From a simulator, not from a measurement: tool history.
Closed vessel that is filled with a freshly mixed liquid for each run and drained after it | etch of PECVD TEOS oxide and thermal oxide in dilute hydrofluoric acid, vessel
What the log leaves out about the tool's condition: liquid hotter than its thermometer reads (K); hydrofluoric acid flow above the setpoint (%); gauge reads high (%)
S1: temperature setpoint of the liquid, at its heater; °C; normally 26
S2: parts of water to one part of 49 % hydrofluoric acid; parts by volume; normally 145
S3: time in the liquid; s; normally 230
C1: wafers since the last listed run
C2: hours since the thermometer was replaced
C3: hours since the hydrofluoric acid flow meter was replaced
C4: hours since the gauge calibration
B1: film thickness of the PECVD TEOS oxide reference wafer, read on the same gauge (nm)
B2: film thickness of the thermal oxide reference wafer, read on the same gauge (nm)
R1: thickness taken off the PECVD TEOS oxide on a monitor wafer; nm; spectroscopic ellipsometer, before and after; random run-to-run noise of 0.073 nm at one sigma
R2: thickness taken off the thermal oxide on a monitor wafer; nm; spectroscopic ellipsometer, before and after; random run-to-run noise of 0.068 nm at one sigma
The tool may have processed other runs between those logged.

run 1 hour=0 | S1=24 S2=145 S3=230 | C1=0 C2=668.9 C3=1069.2 C4=771.8 | B1=40 B2=109.98 | R1=16.7 R2=6.99
run 2 hour=61 | S1=26 S2=145 S3=230 | C1=6765 C2=729.9 C3=1130.2 C4=832.8 | B1=39.99 B2=110.01 | R1=17.96 R2=7.63
run 3 hour=146.3 | S1=26 S2=145 S3=230 | C1=9460 C2=815.2 C3=1215.5 C4=918.1 | B1=39.95 B2=109.98 | R1=18.11 R2=7.72
run 4 hour=201.5 | S1=26 S2=95 S3=230 | C1=6121 C2=870.4 C3=1270.7 C4=973.3 | B1=39.99 B2=110.01 | R1=29.42 R2=12.37
run 5 hour=269.9 | S1=26 S2=200 S3=330 | C1=7585 C2=938.8 C3=1339.1 C4=1041.7 | B1=39.99 B2=110.02 | R1=17.58 R2=7.45
run 6 hour=336.7 | S1=26 S2=200 S3=330 | C1=7408 C2=1005.6 C3=1405.9 C4=1108.5 | B1=40.01 B2=110 | R1=17.85 R2=7.51
run 7 hour=416 | S1=26 S2=145 S3=230 | C1=8794 C2=1084.9 C3=1485.2 C4=1187.8 | B1=40 B2=109.96 | R1=18.36 R2=7.78
run 8 hour=467.2 | S1=26 S2=145 S3=230 | C1=5678 C2=1136.1 C3=1536.4 C4=1239 | B1=40.04 B2=109.98 | R1=18.36 R2=7.67
run 9 hour=561.5 | S1=26 S2=145 S3=230 | C1=10458 C2=1230.4 C3=1630.7 C4=1333.3 | B1=40.01 B2=110 | R1=18.59 R2=7.87
-- hour=569 thermometer replaced
run 10 hour=625.5 | S1=26 S2=145 S3=230 | C1=6987 C2=56.5 C3=1694.7 C4=1397.3 | B1=39.96 B2=110.01 | R1=17.43 R2=7.5
run 11 hour=682 | S1=30 S2=90 S3=170 | C1=6266 C2=113 C3=1751.2 C4=1453.8 | B1=40.02 B2=110.01 | R1=26.25 R2=11.05
run 12 hour=780.2 | S1=26 S2=145 S3=230 | C1=10890 C2=211.2 C3=1849.4 C4=1552 | B1=39.99 B2=109.98 | R1=17.58 R2=7.56
run 13 hour=867.6 | S1=26 S2=145 S3=230 | C1=9693 C2=298.6 C3=1936.8 C4=1639.4 | B1=40.04 B2=109.99 | R1=17.78 R2=7.47
run 14 hour=908.5 | S1=26 S2=145 S3=175 | C1=4536 C2=339.5 C3=1977.7 C4=1680.3 | B1=40.02 B2=110.04 | R1=13.48 R2=5.77
run 15 hour=976.8 | S1=26 S2=145 S3=230 | C1=7574 C2=407.8 C3=2046 C4=1748.6 | B1=40 B2=110.01 | R1=17.81 R2=7.64
run 16 hour=1028.7 | S1=26 S2=145 S3=230 | C1=5756 C2=459.7 C3=2097.9 C4=1800.5 | B1=39.96 B2=109.98 | R1=17.87 R2=7.63
-- hour=1091.1 hydrofluoric acid flow meter replaced
run 17 hour=1098.1 | S1=26 S2=145 S3=125 | C1=7585 C2=529.1 C3=7 C4=1869.9 | B1=40.01 B2=109.97 | R1=9.35 R2=3.91
-- hour=1165.4 gauge calibrated
run 18 hour=1184.3 | S1=28.5 S2=195 S3=230 | C1=9560 C2=615.3 C3=93.2 C4=18.9 | B1=39.97 B2=109.96 | R1=13.16 R2=5.68
run 19 hour=1249.5 | S1=28 S2=85 S3=330 | C1=7231 C2=680.5 C3=158.4 C4=84.1 | B1=40.05 B2=110.01 | R1=49.67 R2=21.14
run 20 hour=1313 | S1=26 S2=215 S3=185 | C1=7042 C2=744 C3=221.9 C4=147.6 | B1=40 B2=109.99 | R1=8.74 R2=3.64
run 21 hour=1402 | S1=29.5 S2=190 S3=330 | C1=9870 C2=833 C3=310.9 C4=236.6 | B1=40.02 B2=110 | R1=20.69 R2=8.76
run 22 hour=1477 | S1=26 S2=200 S3=330 | C1=8317 C2=908 C3=385.9 C4=311.6 | B1=40 B2=109.99 | R1=17.2 R2=7.28
run 23 hour=1571.2 | S1=22.5 S2=120 S3=300 | C1=10447 C2=1002.2 C3=480.1 C4=405.8 | B1=40 B2=109.96 | R1=25.22 R2=10.7
-- hour=1595.1 thermometer replaced
run 24 hour=1619.6 | S1=31 S2=145 S3=355 | C1=5256 C2=24.5 C3=528.5 C4=454.2 | B1=40.01 B2=110 | R1=31.9 R2=13.36
run 25 hour=1671.4 | S1=26 S2=175 S3=335 | C1=5744 C2=76.3 C3=580.3 C4=506 | B1=40.01 B2=109.96 | R1=20.09 R2=8.36

What if the next run were any one of these 5? Each begins from the tool's condition after run 25:
run A hour=1672.1 | S1=26 S2=145 S3=230 | C1=77 C2=77 C3=581 C4=506.7 | B1=? B2=? | R1=? R2=?
run B hour=1672.1 | S1=23.5 S2=145 S3=185 | C1=77 C2=77 C3=581 C4=506.7 | B1=? B2=? | R1=? R2=?
run C hour=1672.1 | S1=26 S2=145 S3=100 | C1=77 C2=77 C3=581 C4=506.7 | B1=? B2=? | R1=? R2=?
run D hour=1672.1 | S1=21 S2=115 S3=360 | C1=77 C2=77 C3=581 C4=506.7 | B1=? B2=? | R1=? R2=?
run E hour=1672.1 | S1=24 S2=190 S3=275 | C1=77 C2=77 C3=581 C4=506.7 | B1=? B2=? | R1=? R2=?

run=A B1=40 B2=109.96 R1=17.3 R2=7.17
run=B B1=40 B2=109.96 R1=12.65 R2=5.24
run=C B1=40 B2=109.96 R1=7.52 R2=3.12
run=D B1=40 B2=109.96 R1=29.09 R2=12.06
run=E B1=40 B2=109.96 R1=13.91 R2=5.77
Had the tool no hidden state, the same runs would have come out as:
run=A R1=16.99 R2=7.04
run=B R1=12.42 R2=5.15
run=C R1=7.39 R2=3.06
run=D R1=28.57 R2=11.84
run=E R1=13.66 R2=5.66
